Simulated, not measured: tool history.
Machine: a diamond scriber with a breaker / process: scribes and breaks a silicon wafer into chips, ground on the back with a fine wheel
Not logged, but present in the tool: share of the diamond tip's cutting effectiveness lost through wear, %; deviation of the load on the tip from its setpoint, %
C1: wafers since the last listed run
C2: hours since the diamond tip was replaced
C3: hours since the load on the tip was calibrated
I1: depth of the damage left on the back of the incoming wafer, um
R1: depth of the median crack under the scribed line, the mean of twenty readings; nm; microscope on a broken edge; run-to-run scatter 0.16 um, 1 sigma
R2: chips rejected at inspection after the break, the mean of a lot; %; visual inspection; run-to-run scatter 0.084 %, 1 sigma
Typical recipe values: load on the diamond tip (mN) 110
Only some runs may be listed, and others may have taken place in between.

run 1 hour=0.0 | load_on_the_diamond_tip_(mN)=124 | C1=0 C2=98.5 C3=1080.2 | I1=2.42 | R1=14080 R2=2.84
run 2 hour=59.3 | load_on_the_diamond_tip_(mN)=124 | C1=327 C2=157.8 C3=1139.5 | I1=2.39 | R1=13880 R2=2.70
run 3 hour=147.5 | load_on_the_diamond_tip_(mN)=124 | C1=486 C2=246.0 C3=1227.7 | I1=1.89 | R1=13880 R2=2.63
run 4 hour=217.5 | load_on_the_diamond_tip_(mN)=110 | C1=386 C2=316.0 C3=1297.7 | I1=2.79 | R1=12020 R2=2.20
run 5 hour=263.4 | load_on_the_diamond_tip_(mN)=102 | C1=253 C2=361.9 C3=1343.6 | I1=2.59 | R1=11210 R2=2.97
run 6 hour=339.5 | load_on_the_diamond_tip_(mN)=86 | C1=420 C2=438.0 C3=1419.7 | I1=2.46 | R1=9200 R2=10.07
run 7 hour=376.8 | load_on_the_diamond_tip_(mN)=86 | C1=205 C2=475.3 C3=1457.0 | I1=1.51 | R1=9290 R2=7.85
run 8 hour=429.3 | load_on_the_diamond_tip_(mN)=86 | C1=289 C2=527.8 C3=1509.5 | I1=2.73 | R1=9180 R2=10.94
run 9 hour=488.0 | load_on_the_diamond_tip_(mN)=135 | C1=324 C2=586.5 C3=1568.2 | I1=2.23 | R1=14560 R2=5.12
run 10 hour=568.4 | load_on_the_diamond_tip_(mN)=135 | C1=443 C2=666.9 C3=1648.6 | I1=1.83 | R1=14820 R2=5.07
run 11 hour=671.9 | load_on_the_diamond_tip_(mN)=135 | C1=571 C2=770.4 C3=1752.1 | I1=1.65 | R1=14650 R2=5.20
run 12 hour=766.7 | load_on_the_diamond_tip_(mN)=110 | C1=523 C2=865.2 C3=1846.9 | I1=1.75 | R1=12000 R2=1.02
-- hour=858.5 load on the tip recalibrated
run 13 hour=871.8 | load_on_the_diamond_tip_(mN)=110 | C1=569 C2=970.3 C3=13.3 | I1=2.25 | R1=11870 R2=1.52
run 14 hour=924.3 | load_on_the_diamond_tip_(mN)=110 | C1=289 C2=1022.8 C3=65.8 | I1=2.56 | R1=12120 R2=1.85
run 15 hour=1013.3 | load_on_the_diamond_tip_(mN)=110 | C1=491 C2=1111.8 C3=154.8 | I1=2.14 | R1=12230 R2=1.44
-- hour=1043.7 diamond tip replaced by a new one
run 16 hour=1081.3 | load_on_the_diamond_tip_(mN)=110 | C1=364 C2=37.6 C3=222.8 | I1=1.75 | R1=12380 R2=1.20
run 17 hour=1149.4 | load_on_the_diamond_tip_(mN)=103 | C1=375 C2=105.7 C3=290.9 | I1=2.88 | R1=11480 R2=3.14
run 18 hour=1209.3 | load_on_the_diamond_tip_(mN)=122 | C1=330 C2=165.6 C3=350.8 | I1=2.26 | R1=13440 R2=2.16
run 19 hour=1307.7 | load_on_the_diamond_tip_(mN)=88 | C1=543 C2=264.0 C3=449.2 | I1=1.58 | R1=9320 R2=6.93
run 20 hour=1371.5 | load_on_the_diamond_tip_(mN)=128 | C1=352 C2=327.8 C3=513.0 | I1=2.60 | R1=14450 R2=3.81
run 21 hour=1411.9 | load_on_the_diamond_tip_(mN)=110 | C1=223 C2=368.2 C3=553.4 | I1=1.91 | R1=12230 R2=1.20
run 22 hour=1452.5 | load_on_the_diamond_tip_(mN)=110 | C1=224 C2=408.8 C3=594.0 | I1=1.69 | R1=12500 R2=1.10
run 23 hour=1551.3 | load_on_the_diamond_tip_(mN)=136 | C1=545 C2=507.6 C3=692.8 | I1=1.91 | R1=14900 R2=5.04
run 24 hour=1618.4 | load_on_the_diamond_tip_(mN)=132 | C1=370 C2=574.7 C3=759.9 | I1=2.94 | R1=14420 R2=5.02
run 25 hour=1659.6 | load_on_the_diamond_tip_(mN)=140 | C1=227 C2=615.9 C3=801.1 | I1=2.89 | R1=15080 R2=6.75
run 26 hour=1761.6 | load_on_the_diamond_tip_(mN)=110 | C1=563 C2=717.9 C3=903.1 | I1=2.63 | R1=11970 R2=2.10
run 27 hour=1851.3 | load_on_the_diamond_tip_(mN)=139 | C1=495 C2=807.6 C3=992.8 | I1=1.79 | R1=15270 R2=5.31
-- hour=2037.3 diamond tip replaced by a new one
run 28 hour=2051.4 | load_on_the_diamond_tip_(mN)=101 | C1=1093 C2=14.1 C3=1192.9 | I1=2.40 | R1=11060 R2=2.81
run 29 hour=2114.4 | load_on_the_diamond_tip_(mN)=92 | C1=347 C2=77.1 C3=1255.9 | I1=1.53 | R1=10150 R2=5.17
run 30 hour=2201.0 | load_on_the_diamond_tip_(mN)=127 | C1=478 C2=163.7 C3=1342.5 | I1=2.70 | R1=14070 R2=4.08
run 31 hour=2248.5 | load_on_the_diamond_tip_(mN)=110 | C1=262 C2=211.2 C3=1390.0 | I1=2.66 | R1=11920 R2=2.17
run 32 hour=2313.8 | load_on_the_diamond_tip_(mN)=110 | C1=360 C2=276.5 C3=1455.3 | I1=1.84 | R1=12230 R2=1.31
run 33 hour=2382.4 | load_on_the_diamond_tip_(mN)=110 | C1=378 C2=345.1 C3=1523.9 | I1=1.61 | R1=12360 R2=1.09
run 34 hour=2458.5 | load_on_the_diamond_tip_(mN)=79 | C1=420 C2=421.2 C3=1600.0 | I1=2.29 | R1=8270 R2=17.12

Forecast each of these 4 alternatives for the next run:
run A hour=2459.0 | load_on_the_diamond_tip_(mN)=87 | C1=2 C2=421.7 C3=1600.5 | I1=1.62 | R1=? R2=?
run B hour=2459.0 | load_on_the_diamond_tip_(mN)=96 | C1=2 C2=421.7 C3=1600.5 | I1=1.62 | R1=? R2=?
run C hour=2459.0 | load_on_the_diamond_tip_(mN)=84 | C1=2 C2=421.7 C3=1600.5 | I1=1.62 | R1=? R2=?
run D hour=2459.0 | load_on_the_diamond_tip_(mN)=98 | C1=2 C2=421.7 C3=1600.5 | I1=1.62 | R1=? R2=?

run=A R1=9190 R2=8.15
run=B R1=10300 R2=3.44
run=C R1=8800 R2=10.51
run=D R1=10540 R2=2.79
Stripped of hidden state, with their random variation kept, the same runs would have yielded:
run=A R1=9190 R2=8.15
run=B R1=10300 R2=3.44
run=C R1=8800 R2=10.51
run=D R1=10540 R2=2.79
